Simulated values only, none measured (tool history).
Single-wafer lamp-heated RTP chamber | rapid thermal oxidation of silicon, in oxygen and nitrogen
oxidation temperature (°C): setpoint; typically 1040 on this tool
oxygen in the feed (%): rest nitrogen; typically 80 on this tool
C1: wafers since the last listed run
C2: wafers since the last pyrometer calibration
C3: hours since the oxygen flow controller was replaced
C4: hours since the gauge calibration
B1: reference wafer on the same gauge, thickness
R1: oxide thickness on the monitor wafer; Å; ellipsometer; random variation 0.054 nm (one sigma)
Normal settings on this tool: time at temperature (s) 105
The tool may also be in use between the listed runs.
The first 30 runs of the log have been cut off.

Run 31, hour 738.0: usual settings but oxidation temperature (°C) 1070, time at temperature (s) 152, oxygen in the feed (%) 88; C1 319; C2 8332; C3 76.3; C4 854.0; B1 8.295. Result: R1 159.71 Å.
At hour 759.9: pyrometer window cleaned and pyrometer calibrated.
At hour 806.3: gauge calibrated.
Run 32, hour 842.2: usual settings but oxidation temperature (°C) 1022, time at temperature (s) 64, oxygen in the feed (%) 72; C1 1377; C2 1179; C3 180.5; C4 35.9; B1 8.308. Result: R1 69.12 Å.
Run 33, hour 874.7: usual settings but oxidation temperature (°C) 1021, time at temperature (s) 135, oxygen in the feed (%) 94; C1 465; C2 1644; C3 213.0; C4 68.4; B1 8.303. Result: R1 106.00 Å.
Run 34, hour 906.9: usual settings but time at temperature (s) 133; C1 461; C2 2105; C3 245.2; C4 100.6; B1 8.287. Result: R1 114.74 Å.
Run 35, hour 928.1: usual settings but oxidation temperature (°C) 1014, time at temperature (s) 145; C1 303; C2 2409; C3 266.4; C4 121.8; B1 8.300. Result: R1 97.84 Å.
Run 36, hour 949.9: usual settings; C1 312; C2 2721; C3 288.2; C4 143.6; B1 8.302. Result: R1 102.11 Å.
Run 37, hour 983.5: usual settings but oxygen in the feed (%) 67; C1 481; C2 3202; C3 321.8; C4 177.2; B1 8.298. Result: R1 95.71 Å.
Run 38, hour 1016.4: usual settings; C1 471; C2 3674; C3 354.7; C4 210.1; B1 8.301. Result: R1 102.98 Å.
Run 39, hour 1047.9: usual settings but oxygen in the feed (%) 94; C1 451; C2 4125; C3 386.2; C4 241.6; B1 8.304. Result: R1 110.27 Å.

Consider 3 possible next runs. They are alternatives, not a sequence: every one starts from the tool as it was left by run 39. What does each give?
Run A, hour 1048.3: usual settings but time at temperature (s) 119; C1 5; C2 4131; C3 386.6; C4 242.0; B1 ?. Result: R1 ?.
Run B, hour 1048.3: usual settings but oxidation temperature (°C) 1022, time at temperature (s) 63; C1 5; C2 4131; C3 386.6; C4 242.0; B1 ?. Result: R1 ?.
Run C, hour 1048.3: usual settings but oxygen in the feed (%) 91; C1 5; C2 4131; C3 386.6; C4 242.0; B1 ?. Result: R1 ?.

run     B1      R1
  A  8.307  109.26
  B  8.307   72.18
  C  8.307  108.07
With the hidden condition removed and each run's random variation left untouched, the same runs would have given:
run      R1
  A  107.24
  B   70.82
  C  106.07

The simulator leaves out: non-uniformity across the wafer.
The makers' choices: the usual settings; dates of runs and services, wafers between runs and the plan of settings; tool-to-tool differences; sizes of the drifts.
